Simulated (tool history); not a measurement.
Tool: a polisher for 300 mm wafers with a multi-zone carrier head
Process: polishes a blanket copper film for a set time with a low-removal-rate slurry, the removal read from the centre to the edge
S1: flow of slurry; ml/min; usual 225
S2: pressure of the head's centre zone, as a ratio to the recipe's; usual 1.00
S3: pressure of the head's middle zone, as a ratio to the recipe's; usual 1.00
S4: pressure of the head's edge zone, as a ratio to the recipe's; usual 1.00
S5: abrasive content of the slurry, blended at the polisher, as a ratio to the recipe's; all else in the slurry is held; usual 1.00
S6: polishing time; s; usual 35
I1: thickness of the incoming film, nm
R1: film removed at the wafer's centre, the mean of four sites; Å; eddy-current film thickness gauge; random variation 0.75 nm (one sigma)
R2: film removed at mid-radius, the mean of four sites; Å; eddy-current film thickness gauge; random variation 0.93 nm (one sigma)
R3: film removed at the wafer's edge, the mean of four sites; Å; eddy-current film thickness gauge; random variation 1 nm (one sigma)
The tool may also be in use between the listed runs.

{"run": 1, "hour": 0.0, "S1": 225, "S2": 1.0, "S3": 1.07, "S4": 1.0, "S5": 1.0, "S6": 35, "I1": 690.0, "R1": 789, "R2": 857, "R3": 774}
{"run": 2, "hour": 6.8, "S1": 225, "S2": 1.0, "S3": 1.0, "S4": 1.0, "S5": 1.05, "S6": 35, "I1": 697.6, "R1": 810, "R2": 807, "R3": 783}
{"run": 3, "hour": 18.0, "S1": 225, "S2": 1.0, "S3": 1.0, "S4": 0.93, "S5": 1.0, "S6": 38, "I1": 677.7, "R1": 855, "R2": 868, "R3": 817}
{"run": 4, "hour": 28.1, "S1": 225, "S2": 1.0, "S3": 1.0, "S4": 0.93, "S5": 1.0, "S6": 38, "I1": 685.5, "R1": 826, "R2": 833, "R3": 794}
{"run": 5, "hour": 37.1, "S1": 225, "S2": 1.0, "S3": 1.0, "S4": 1.0, "S5": 1.0, "S6": 28, "I1": 689.9, "R1": 610, "R2": 632, "R3": 612}
{"run": 6, "hour": 46.8, "S1": 225, "S2": 1.0, "S3": 1.0, "S4": 1.0, "S5": 1.0, "S6": 28, "I1": 698.3, "R1": 620, "R2": 624, "R3": 614}
{"run": 7, "hour": 58.6, "S1": 225, "S2": 1.0, "S3": 0.97, "S4": 1.03, "S5": 1.0, "S6": 35, "I1": 701.8, "R1": 748, "R2": 747, "R3": 753}
{"run": 8, "hour": 67.9, "S1": 225, "S2": 1.0, "S3": 0.97, "S4": 1.03, "S5": 1.0, "S6": 35, "I1": 674.7, "R1": 723, "R2": 729, "R3": 739}
{"run": 9, "hour": 80.9, "S1": 225, "S2": 1.0, "S3": 1.0, "S4": 1.0, "S5": 1.0, "S6": 35, "I1": 683.7, "R1": 720, "R2": 738, "R3": 708}
{"run": 10, "hour": 96.3, "S1": 160, "S2": 1.08, "S3": 1.0, "S4": 1.07, "S5": 1.0, "S6": 45, "I1": 693.1, "R1": 919, "R2": 862, "R3": 874}
{"hour": 99.7, "done": "slurry nozzle cleaned"}
{"hour": 104.4, "done": "worn pad replaced by a new one"}
{"run": 11, "hour": 107.5, "S1": 150, "S2": 1.0, "S3": 1.0, "S4": 1.0, "S5": 1.0, "S6": 39, "I1": 687.5, "R1": 811, "R2": 826, "R3": 824}
{"run": 12, "hour": 114.2, "S1": 225, "S2": 1.0, "S3": 1.0, "S4": 0.93, "S5": 1.0, "S6": 38, "I1": 699.8, "R1": 848, "R2": 868, "R3": 805}
{"run": 13, "hour": 130.9, "S1": 295, "S2": 1.0, "S3": 1.0, "S4": 1.0, "S5": 1.0, "S6": 35, "I1": 698.0, "R1": 813, "R2": 806, "R3": 797}
{"hour": 146.4, "done": "centre zone pressure recalibrated"}
{"run": 14, "hour": 146.9, "S1": 225, "S2": 1.0, "S3": 1.0, "S4": 1.0, "S5": 1.0, "S6": 40, "I1": 690.7, "R1": 879, "R2": 898, "R3": 844}
{"hour": 151.2, "done": "edge zone pressure recalibrated"}
{"run": 15, "hour": 154.0, "S1": 225, "S2": 1.0, "S3": 1.11, "S4": 1.03, "S5": 1.1, "S6": 35, "I1": 701.6, "R1": 779, "R2": 881, "R3": 804}
{"hour": 161.1, "done": "carrier head's membrane replaced by a new one"}
{"run": 16, "hour": 162.6, "S1": 165, "S2": 1.05, "S3": 1.0, "S4": 1.0, "S5": 0.85, "S6": 35, "I1": 698.8, "R1": 724, "R2": 705, "R3": 688}
{"run": 17, "hour": 205.8, "S1": 185, "S2": 1.0, "S3": 0.96, "S4": 1.0, "S5": 1.0, "S6": 35, "I1": 687.9, "R1": 686, "R2": 675, "R3": 690}

Forecast each of these 3 alternatives for the next run:
{"run": "A", "hour": 206.2, "S1": 225, "S2": 1.0, "S3": 1.05, "S4": 1.0, "S5": 1.0, "S6": 35, "I1": 686.7, "R1": "?", "R2": "?", "R3": "?"}
{"run": "B", "hour": 206.2, "S1": 225, "S2": 1.0, "S3": 1.0, "S4": 1.0, "S5": 1.15, "S6": 29, "I1": 686.7, "R1": "?", "R2": "?", "R3": "?"}
{"run": "C", "hour": 206.2, "S1": 225, "S2": 1.12, "S3": 1.0, "S4": 1.0, "S5": 0.9, "S6": 35, "I1": 686.7, "R1": "?", "R2": "?", "R3": "?"}

run=A R1=719 R2=750 R3=709
run=B R1=620 R2=622 R3=613
run=C R1=780 R2=697 R3=687
Without the tool's hidden state the same runs would have given:
run=A R1=808 R2=844 R3=798
run=B R1=698 R2=699 R3=689
run=C R1=877 R2=784 R3=773
